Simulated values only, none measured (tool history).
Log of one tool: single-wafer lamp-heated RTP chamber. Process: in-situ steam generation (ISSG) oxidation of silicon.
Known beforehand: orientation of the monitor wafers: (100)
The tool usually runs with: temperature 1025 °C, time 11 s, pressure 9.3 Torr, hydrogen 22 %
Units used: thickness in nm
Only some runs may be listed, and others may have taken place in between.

run   hour  temperature  time  pressure  hydrogen  read-back reference wafer on the same gauge, thickness  thickness
  1    0.0         1012    11       9.3        22                                                   4.737      4.403
      20.6  -- pyrometer window cleaned and pyrometer calibrated
  2   21.1         1025    11       9.3        15                                                   4.743      4.087
  3   47.6         1025    11       9.3        15                                                   4.739      4.159
  4   67.8         1025    11       9.3        22                                                   4.735      4.593
  5   91.4         1025    11       9.3        22                                                   4.735      4.619
  6  120.4         1025    11       9.3        22                                                   4.741      4.617
  7  150.7         1025    11       9.3        26                                                   4.739      4.840
     167.8  -- gauge calibrated
  8  168.3         1025    11       9.3        26                                                   4.739      4.850
     196.8  -- pyrometer window cleaned and pyrometer calibrated
  9  214.6         1025    11       9.3        26                                                   4.742      4.684
 10  232.5         1025    11       9.3        31                                                   4.734      4.930
 11  263.5         1036    11      10.2        22                                                   4.737      4.745
 12  290.8         1025    11       9.3        22                                                   4.739      4.599
 13  305.2         1041    11       8.0        28                                                   4.745      5.407
     336.7  -- pyrometer window cleaned and pyrometer calibrated
 14  340.0         1033    11      10.2        17                                                   4.735      4.246
 15  358.8         1025    10       9.3        22                                                   4.739      4.323
     395.6  -- pressure gauge zeroed
 16  396.1         1040     7       9.3        22                                                   4.744      3.950
     422.7  -- hydrogen flow controller replaced
 17  483.0         1025    11       9.3        22                                                   4.740      4.630
     502.4  -- pyrometer window cleaned and pyrometer calibrated
 18  512.4         1033    11      10.2        17                                                   4.744      4.294
 19  534.8         1025    11      10.2        22                                                   4.734      4.466

Each row is a separate what-if for the run after 19, all from the same tool condition, not one after another. Results?
  A  535.2         1025    11       9.3        22                                                       ?          ?
  B  535.2         1008    11       9.3        22                                                       ?          ?
  C  535.2         1025     7      10.1        22                                                       ?          ?

run  read-back reference wafer on the same gauge, thickness  thickness
  A                                                   4.740      4.543
  B                                                   4.740      4.252
  C                                                   4.740      3.642
Without the tool's unlogged condition, the same runs would have read:
run  thickness
  A      4.453
  B      4.177
  C      3.581
